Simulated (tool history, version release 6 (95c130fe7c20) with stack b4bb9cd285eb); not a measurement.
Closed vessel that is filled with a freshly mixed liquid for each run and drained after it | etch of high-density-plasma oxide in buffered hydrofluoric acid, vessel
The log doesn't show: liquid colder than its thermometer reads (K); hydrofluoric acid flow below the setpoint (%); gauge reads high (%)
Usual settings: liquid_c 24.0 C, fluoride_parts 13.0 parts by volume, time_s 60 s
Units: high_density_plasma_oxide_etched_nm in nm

run     day  liquid_c  fluoride_parts  time_s  wafers since the last listed run  hours since the thermometer was replaced  hours since the hydrofluoric acid flow meter was replaced  hours since the gauge calibration  read-back film thickness of the high-density-plasma oxide reference wafer, read on the same gauge (nm)  high_density_plasma_oxide_etched_nm
  1   0.000      24.0            13.0      60                                 0                                    1173.6                                                      742.6                              188.2                                                                                                  130.03                                47.31
  2   0.904      24.0            13.0      60                              2088                                    1195.3                                                      764.3                              209.9                                                                                                  130.02                                47.31
  3   2.033      24.0            13.0      70                              2608                                    1222.4                                                      791.4                              237.0                                                                                                  130.00                                54.70
      2.271  -- gauge calibrated
  4   4.383      24.0            13.0      70                              5427                                    1278.8                                                      847.8                               50.7                                                                                                  130.03                                55.12
  5   5.512      24.0            13.0      70                              2608                                    1305.9                                                      874.9                               77.8                                                                                                  129.99                                54.29
  6   6.679      22.5            13.0      60                              2694                                    1333.9                                                      902.9                              105.8                                                                                                  129.99                                42.49
  7   7.929      24.0            13.0      60                              2887                                    1363.9                                                      932.9                              135.8                                                                                                  129.98                                45.62
      8.608  -- thermometer replaced
  8   9.583      24.0            13.0      60                              3724                                      23.4                                                      972.6                              175.5                                                                                                  130.00                                52.79
  9  10.383      24.0            13.0      60                              1847                                      42.6                                                      991.8                              194.7                                                                                                  130.00                                52.15
 10  11.738      20.0            13.0      60                              3127                                      75.1                                                     1024.3                              227.2                                                                                                  130.00                                41.82
 11  12.729      26.5            10.0      80                              2290                                      98.9                                                     1048.1                              251.0                                                                                                  129.97                               102.83
     14.117  -- gauge calibrated
 12  14.204      22.5            13.0      60                              3406                                     134.3                                                     1083.5                                2.1                                                                                                  129.99                                47.43
     15.579  -- hydrofluoric acid flow meter replaced
 13  15.704      24.0            10.5      45                              3368                                     170.3                                                        3.0                               38.1                                                                                                  130.02                                53.80
 14  16.888      20.5             8.0      75                              2733                                     198.7                                                       31.4                               66.5                                                                                                  129.95                                94.23
 15  18.233      24.0            13.0      45                              3108                                     231.0                                                       63.7                               98.8                                                                                                  129.98                                43.28
 16  19.021      20.0            11.0      60                              1818                                     249.9                                                       82.6                              117.7                                                                                                  130.01                                55.10
 17  20.350      24.0            13.0      60                              3070                                     281.8                                                      114.5                              149.6                                                                                                  129.98                                57.47
 18  21.779      24.0            13.0      60                              3301                                     316.1                                                      148.8                              183.9                                                                                                  129.96                                56.64
 19  22.858      24.0            13.0      60                              2492                                     342.0                                                      174.7                              209.8                                                                                                  130.00                                57.10

The tool's hidden state at each run:
gauge reads high (%): 0 in every run
H1: liquid colder than its thermometer reads (K)
H2: hydrofluoric acid flow below the setpoint (%)
run     H1    H2
  1   2.72  9.35
  2   2.76   9.6
  3    2.8  9.93
  4    2.9  10.6
  5   2.95  10.9
  6      3  11.3
  7   3.06  11.6
  8  0.221  12.1
  9  0.256  12.3
 10  0.313  12.7
 11  0.356    13
 12  0.419  13.4
 13  0.483  1.28
 14  0.533  1.62
 15  0.591     2
 16  0.624  2.23
 17  0.681  2.61
 18  0.742  3.02
 19  0.788  3.33
